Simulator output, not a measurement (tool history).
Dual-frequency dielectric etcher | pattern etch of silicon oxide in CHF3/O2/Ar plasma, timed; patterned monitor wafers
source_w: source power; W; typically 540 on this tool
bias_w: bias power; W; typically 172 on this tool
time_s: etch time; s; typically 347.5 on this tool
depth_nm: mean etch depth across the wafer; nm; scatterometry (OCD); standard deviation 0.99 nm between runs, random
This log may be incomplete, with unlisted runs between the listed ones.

run	hour	source_w	bias_w	time_s	read-back reference wafer on the same gauge, depth_nm	depth_nm
1	0	540	172	347.5	648.9	648.9
2	21.3	540	172	347.5	649.1	649.6
3	38.7	540	194	347.5	649.1	679.9
4	59.8	540	194	347.5	649	680.9
5	98.1	540	194	347.5	648.9	682.2
6	119.6	540	193	347.5	649	681.8
# hour 149.9: upper electrode replaced
7	150.4	540	193	347.5	649	681.3
8	150.8	540	193	347.5	649	683.1
9	161.2	480	155	319.5	648.9	556.2
10	186.6	540	159	347.5	649.4	634.9
11	219.3	430	172	347.5	648.8	609.1
# hour 225.1: source power generator calibrated
12	250	440	172	347.5	649.2	605.8
13	278.3	540	172	347.5	648.9	644.4
# hour 305.1: wet clean of the chamber
14	307.3	630	193	347.5	649.1	700.8
# hour 313.4: gauge calibrated
15	320.2	540	130	347.5	649	575.5
16	335.1	540	159	347.5	648.8	620.7
17	359.2	540	133	314.5	649.1	526.8
# hour 378: bias power generator calibrated
18	380.8	540	172	319	649	588.8
19	408.1	540	172	347.5	648.9	640.4
20	430.7	540	172	347.5	649.2	644.8
21	463.1	590	172	245.5	648.9	468
22	475.1	540	135	347.5	648.8	588.7
23	489.3	460	172	412	649.1	724.9
24	523.5	540	172	347.5	649.2	643.8
25	555	540	172	347.5	648.8	648.4
26	578	640	172	347.5	648.8	684.2
27	595.4	470	149	409	648.8	689.4
28	615.4	610	172	347.5	649.2	674.8
29	635.1	540	172	347.5	649.2	648.9

How would selected steps in depth_nm from run to run divide? Give the signed amount a tool lacking its hidden state would still show from settings, what came in and random variation, and the signed amount left for the hidden state, including any gauge scatter that is not in both of the compared results.
What the log doesn't record here: etch rate over this chamber's usual, %; source power that arrives over what is set, %; bias power that arrives over what is set, %; gauge reads high (%).
Run 11 -> 12: source_w 430 -> 440, source power generator calibrated. depth_nm -3.3 nm: hidden state -8.2, all else +4.9.
Run 13 -> 14: source_w 540 -> 630, bias_w 172 -> 193, wet clean of the chamber. depth_nm +56.4 nm: hidden state -8.1, all else +64.5.
Run 20 -> 21: source_w 540 -> 590, time_s 347.5 -> 245.5. depth_nm -176.8 nm: hidden state -0.8, all else -176.
Run 22 -> 23: source_w 540 -> 460, bias_w 135 -> 172, time_s 347.5 -> 412. depth_nm +136.2 nm: hidden state +1.8, all else +134.4.
